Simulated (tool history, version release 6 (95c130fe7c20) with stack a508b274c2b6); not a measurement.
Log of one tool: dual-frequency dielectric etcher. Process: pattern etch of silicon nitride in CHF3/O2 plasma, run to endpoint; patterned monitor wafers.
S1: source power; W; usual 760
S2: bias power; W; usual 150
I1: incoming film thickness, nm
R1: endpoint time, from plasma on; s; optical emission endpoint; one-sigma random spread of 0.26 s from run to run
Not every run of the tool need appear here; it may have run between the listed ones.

run 1 hour=0 | S1=620 S2=140 | I1=109.7 | R1=80
run 2 hour=21.8 | S1=620 S2=140 | I1=109.1 | R1=79.2
run 3 hour=38.9 | S1=620 S2=140 | I1=110.3 | R1=79.7
run 4 hour=68.3 | S1=760 S2=150 | I1=109.8 | R1=73.2
run 5 hour=97.6 | S1=760 S2=150 | I1=111 | R1=73.4
run 6 hour=132.1 | S1=760 S2=150 | I1=110 | R1=72.7
run 7 hour=145.8 | S1=760 S2=150 | I1=110.1 | R1=73.1
run 8 hour=176.7 | S1=760 S2=150 | I1=109.7 | R1=72.3
-- hour=207.2 wet clean of the chamber
run 9 hour=211.5 | S1=760 S2=150 | I1=110 | R1=73.8
run 10 hour=233 | S1=760 S2=150 | I1=110.4 | R1=73.9
run 11 hour=266.7 | S1=760 S2=169 | I1=110.4 | R1=70.7
run 12 hour=288.9 | S1=760 S2=169 | I1=109.8 | R1=70.3
-- hour=338 source power generator calibrated
run 13 hour=342.3 | S1=760 S2=169 | I1=109.9 | R1=70.3
run 14 hour=373.6 | S1=760 S2=150 | I1=110.8 | R1=73.8
run 15 hour=387.8 | S1=760 S2=150 | I1=109.6 | R1=73.1
run 16 hour=403.2 | S1=760 S2=150 | I1=110.4 | R1=73.4
run 17 hour=428.9 | S1=760 S2=150 | I1=109.7 | R1=72.9
run 18 hour=464.9 | S1=920 S2=132 | I1=110.1 | R1=73.2
run 19 hour=481.1 | S1=760 S2=161 | I1=109.5 | R1=70.8
run 20 hour=499.8 | S1=830 S2=176 | I1=110.4 | R1=66.8
-- hour=527.1 wet clean of the chamber
-- hour=541.1 upper electrode replaced
run 21 hour=541.6 | S1=670 S2=121 | I1=110.5 | R1=83.8
run 22 hour=553.1 | S1=890 S2=128 | I1=110.5 | R1=75.4
run 23 hour=579.3 | S1=630 S2=150 | I1=110.6 | R1=78.4
-- hour=601.2 bias power generator calibrated
run 24 hour=602 | S1=610 S2=180 | I1=110.2 | R1=73.1
run 25 hour=628.3 | S1=760 S2=150 | I1=109.2 | R1=73.4
run 26 hour=648.7 | S1=620 S2=150 | I1=109.9 | R1=78.1
run 27 hour=668.3 | S1=760 S2=150 | I1=110.8 | R1=73.8
run 28 hour=681.2 | S1=760 S2=139 | I1=109.9 | R1=75.4
run 29 hour=697.1 | S1=760 S2=161 | I1=109.9 | R1=71.2
run 30 hour=748.4 | S1=760 S2=118 | I1=109.9 | R1=80.1
run 31 hour=808.8 | S1=710 S2=139 | I1=111.4 | R1=77.3
run 32 hour=841 | S1=870 S2=171 | I1=109.7 | R1=66.3
-- hour=877.8 wet clean of the chamber
run 33 hour=878.3 | S1=940 S2=138 | I1=111.2 | R1=71.8

List, for all runs, the conditions of the tool that the log does not record:
source power that arrives over what is set, %: 0 across all the runs
bias power that arrives over what is set, %: 0 across all the runs
H1: etch rate over this chamber's usual, %
run=1 H1=0.892
run=2 H1=0.994
run=3 H1=1.07
run=4 H1=1.21
run=5 H1=1.35
run=6 H1=1.51
run=7 H1=1.58
run=8 H1=1.72
run=9 H1=-0.0226
run=10 H1=0.0781
run=11 H1=0.236
run=12 H1=0.34
run=13 H1=0.59
run=14 H1=0.737
run=15 H1=0.803
run=16 H1=0.876
run=17 H1=0.996
run=18 H1=1.16
run=19 H1=1.24
run=20 H1=1.33
run=21 H1=0.135
run=22 H1=0.188
run=23 H1=0.311
run=24 H1=0.418
run=25 H1=0.541
run=26 H1=0.636
run=27 H1=0.728
run=28 H1=0.789
run=29 H1=0.863
run=30 H1=1.1
run=31 H1=1.39
run=32 H1=1.54
run=33 H1=0.194

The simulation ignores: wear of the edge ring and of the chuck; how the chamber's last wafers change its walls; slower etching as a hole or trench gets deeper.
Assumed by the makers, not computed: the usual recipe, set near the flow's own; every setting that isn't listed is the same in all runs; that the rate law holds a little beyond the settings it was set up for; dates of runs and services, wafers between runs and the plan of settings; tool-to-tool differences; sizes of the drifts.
